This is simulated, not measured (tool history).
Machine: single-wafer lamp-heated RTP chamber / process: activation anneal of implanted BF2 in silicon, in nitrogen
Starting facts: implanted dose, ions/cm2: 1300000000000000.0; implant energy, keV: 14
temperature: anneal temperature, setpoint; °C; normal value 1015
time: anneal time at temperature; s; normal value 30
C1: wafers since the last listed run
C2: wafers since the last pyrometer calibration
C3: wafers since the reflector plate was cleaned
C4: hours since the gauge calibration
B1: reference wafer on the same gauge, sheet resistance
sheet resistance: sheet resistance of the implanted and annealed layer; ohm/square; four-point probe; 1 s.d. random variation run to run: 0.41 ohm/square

{"run": 1, "hour": 0.0, "temperature": 1015, "time": 34, "C1": 0, "C2": 37, "C3": 5401, "C4": 715.3, "B1": 163.93, "sheet resistance": 151.55}
{"run": 2, "hour": 37.0, "temperature": 1015, "time": 34, "C1": 432, "C2": 470, "C3": 5834, "C4": 752.3, "B1": 163.91, "sheet resistance": 151.25}
{"hour": 56.2, "done": "reflector plate cleaned"}
{"run": 3, "hour": 98.5, "temperature": 1015, "time": 22, "C1": 625, "C2": 1095, "C3": 494, "C4": 813.8, "B1": 163.95, "sheet resistance": 172.71}
{"run": 4, "hour": 124.7, "temperature": 1015, "time": 22, "C1": 306, "C2": 1401, "C3": 800, "C4": 840, "B1": 163.93, "sheet resistance": 171}
{"run": 5, "hour": 168.2, "temperature": 1015, "time": 22, "C1": 508, "C2": 1910, "C3": 1309, "C4": 883.5, "B1": 163.97, "sheet resistance": 169.68}
{"run": 6, "hour": 196.5, "temperature": 1000, "time": 30, "C1": 330, "C2": 2241, "C3": 1640, "C4": 911.8, "B1": 164.01, "sheet resistance": 181.79}
{"run": 7, "hour": 267.3, "temperature": 1000, "time": 30, "C1": 827, "C2": 3069, "C3": 2468, "C4": 982.6, "B1": 163.89, "sheet resistance": 180.92}
{"run": 8, "hour": 334.7, "temperature": 1023, "time": 30, "C1": 788, "C2": 3857, "C3": 3256, "C4": 1050, "B1": 163.95, "sheet resistance": 148.86}
{"run": 9, "hour": 360.0, "temperature": 1015, "time": 30, "C1": 295, "C2": 4153, "C3": 3552, "C4": 1075.3, "B1": 164.18, "sheet resistance": 156.46}
{"run": 10, "hour": 427.6, "temperature": 1015, "time": 30, "C1": 790, "C2": 4943, "C3": 4342, "C4": 1142.9, "B1": 164.17, "sheet resistance": 156.03}
{"run": 11, "hour": 460.9, "temperature": 1015, "time": 30, "C1": 389, "C2": 5333, "C3": 4731, "C4": 1176.2, "B1": 163.96, "sheet resistance": 156.17}
{"hour": 531.1, "done": "gauge calibrated"}
{"run": 12, "hour": 593.3, "temperature": 1045, "time": 42, "C1": 1548, "C2": 6881, "C3": 6280, "C4": 62.2, "B1": 163.96, "sheet resistance": 123.18}
{"hour": 636.0, "done": "pyrometer window cleaned and pyrometer calibrated"}
{"run": 13, "hour": 653.9, "temperature": 1002, "time": 20, "C1": 615, "C2": 209, "C3": 6895, "C4": 122.8, "B1": 163.97, "sheet resistance": 192.41}
{"hour": 683.3, "done": "reflector plate cleaned"}
{"run": 14, "hour": 683.8, "temperature": 1025, "time": 17, "C1": 256, "C2": 465, "C3": 5, "C4": 152.7, "B1": 164.06, "sheet resistance": 170.54}
{"run": 15, "hour": 704.3, "temperature": 986, "time": 24, "C1": 239, "C2": 705, "C3": 245, "C4": 173.2, "B1": 163.85, "sheet resistance": 224.7}
{"run": 16, "hour": 740.1, "temperature": 1040, "time": 42, "C1": 418, "C2": 1124, "C3": 663, "C4": 209, "B1": 163.97, "sheet resistance": 128.64}
{"run": 17, "hour": 810.2, "temperature": 1037, "time": 25, "C1": 819, "C2": 1943, "C3": 1483, "C4": 279.1, "B1": 163.98, "sheet resistance": 143.8}
{"run": 18, "hour": 861.4, "temperature": 1015, "time": 30, "C1": 598, "C2": 2542, "C3": 2081, "C4": 330.3, "B1": 164.05, "sheet resistance": 157.36}
{"run": 19, "hour": 919.1, "temperature": 1015, "time": 17, "C1": 674, "C2": 3217, "C3": 2756, "C4": 388, "B1": 163.98, "sheet resistance": 180.19}
{"run": 20, "hour": 986.2, "temperature": 1015, "time": 30, "C1": 784, "C2": 4001, "C3": 3541, "C4": 455.1, "B1": 164.11, "sheet resistance": 156.33}
{"run": 21, "hour": 1124.8, "temperature": 1035, "time": 17, "C1": 1620, "C2": 5622, "C3": 5161, "C4": 593.7, "B1": 163.87, "sheet resistance": 154.17}
{"run": 22, "hour": 1189.8, "temperature": 1015, "time": 30, "C1": 760, "C2": 6382, "C3": 5921, "C4": 658.7, "B1": 163.88, "sheet resistance": 155.83}
{"run": 23, "hour": 1215.8, "temperature": 1015, "time": 30, "C1": 304, "C2": 6686, "C3": 6225, "C4": 684.7, "B1": 163.95, "sheet resistance": 155.44}

Below are 3 alternative next runs, each starting from the tool's condition after run 23. Predict each:
{"run": "A", "hour": 1216.2, "temperature": 1015, "time": 40, "C1": 4, "C2": 6690, "C3": 6230, "C4": 685.1, "B1": "?", "sheet resistance": "?"}
{"run": "B", "hour": 1216.2, "temperature": 1031, "time": 41, "C1": 4, "C2": 6690, "C3": 6230, "C4": 685.1, "B1": "?", "sheet resistance": "?"}
{"run": "C", "hour": 1216.2, "temperature": 1025, "time": 42, "C1": 4, "C2": 6690, "C3": 6230, "C4": 685.1, "B1": "?", "sheet resistance": "?"}

run=A B1=164.01 sheet_resistance=146.54
run=B B1=164.01 sheet_resistance=133.37
run=C B1=164.01 sheet_resistance=136.74
What these runs would have given with no unlogged condition in the tool:
run=A sheet_resistance=151.24
run=B sheet_resistance=136.07
run=C sheet_resistance=139.86
